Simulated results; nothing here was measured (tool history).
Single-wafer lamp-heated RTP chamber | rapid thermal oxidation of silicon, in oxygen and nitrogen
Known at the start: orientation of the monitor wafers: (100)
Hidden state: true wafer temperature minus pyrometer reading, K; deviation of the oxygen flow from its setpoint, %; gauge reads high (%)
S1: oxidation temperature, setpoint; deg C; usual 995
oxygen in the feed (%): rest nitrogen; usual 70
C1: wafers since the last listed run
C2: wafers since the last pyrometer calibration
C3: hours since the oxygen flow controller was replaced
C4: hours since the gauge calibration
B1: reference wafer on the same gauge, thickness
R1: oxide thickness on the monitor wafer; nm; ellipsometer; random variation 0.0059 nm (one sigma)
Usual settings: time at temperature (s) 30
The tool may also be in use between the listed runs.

{"run": 1, "hour": 0.0, "S1": 995, "time at temperature (s)": 30, "oxygen in the feed (%)": 70, "C1": 0, "C2": 3867, "C3": 6584.1, "C4": 121.4, "B1": 3.92, "R1": 3.958}
{"run": 2, "hour": 9.8, "S1": 995, "time at temperature (s)": 30, "oxygen in the feed (%)": 70, "C1": 100, "C2": 3968, "C3": 6593.9, "C4": 131.2, "B1": 3.92, "R1": 3.954}
{"run": 3, "hour": 23.5, "S1": 995, "time at temperature (s)": 30, "oxygen in the feed (%)": 60, "C1": 140, "C2": 4108, "C3": 6607.6, "C4": 144.9, "B1": 3.921, "R1": 3.776}
{"run": 4, "hour": 34.4, "S1": 995, "time at temperature (s)": 30, "oxygen in the feed (%)": 60, "C1": 111, "C2": 4220, "C3": 6618.5, "C4": 155.8, "B1": 3.919, "R1": 3.783}
{"run": 5, "hour": 42.7, "S1": 995, "time at temperature (s)": 30, "oxygen in the feed (%)": 59, "C1": 85, "C2": 4305, "C3": 6626.8, "C4": 164.1, "B1": 3.919, "R1": 3.762}
{"run": 6, "hour": 48.9, "S1": 995, "time at temperature (s)": 21, "oxygen in the feed (%)": 70, "C1": 63, "C2": 4369, "C3": 6633.0, "C4": 170.3, "B1": 3.918, "R1": 3.47}
{"run": 7, "hour": 102.6, "S1": 995, "time at temperature (s)": 21, "oxygen in the feed (%)": 70, "C1": 551, "C2": 4920, "C3": 6686.7, "C4": 224.0, "B1": 3.92, "R1": 3.473}
{"run": 8, "hour": 112.7, "S1": 995, "time at temperature (s)": 30, "oxygen in the feed (%)": 70, "C1": 103, "C2": 5024, "C3": 6696.8, "C4": 234.1, "B1": 3.922, "R1": 3.966}
{"run": 9, "hour": 124.0, "S1": 995, "time at temperature (s)": 30, "oxygen in the feed (%)": 70, "C1": 115, "C2": 5140, "C3": 6708.1, "C4": 245.4, "B1": 3.922, "R1": 3.961}
{"hour": 162.8, "done": "pyrometer window cleaned and pyrometer calibrated"}
{"run": 10, "hour": 163.3, "S1": 995, "time at temperature (s)": 30, "oxygen in the feed (%)": 70, "C1": 321, "C2": 5, "C3": 6747.4, "C4": 284.7, "B1": 3.92, "R1": 3.9}
{"run": 11, "hour": 172.7, "S1": 995, "time at temperature (s)": 30, "oxygen in the feed (%)": 70, "C1": 96, "C2": 101, "C3": 6756.8, "C4": 294.1, "B1": 3.921, "R1": 3.906}

Forecast run 12:
{"run": 12, "hour": 186.9, "S1": 973, "time at temperature (s)": 30, "oxygen in the feed (%)": 54, "C1": 145, "C2": 247, "C3": 6771.0, "C4": 308.3, "B1": "?", "R1": "?"}

{"run 12": {"B1": 3.92, "R1": 3.186}}
Without the tool's hidden state the same run would have given R1 3.181 nm.
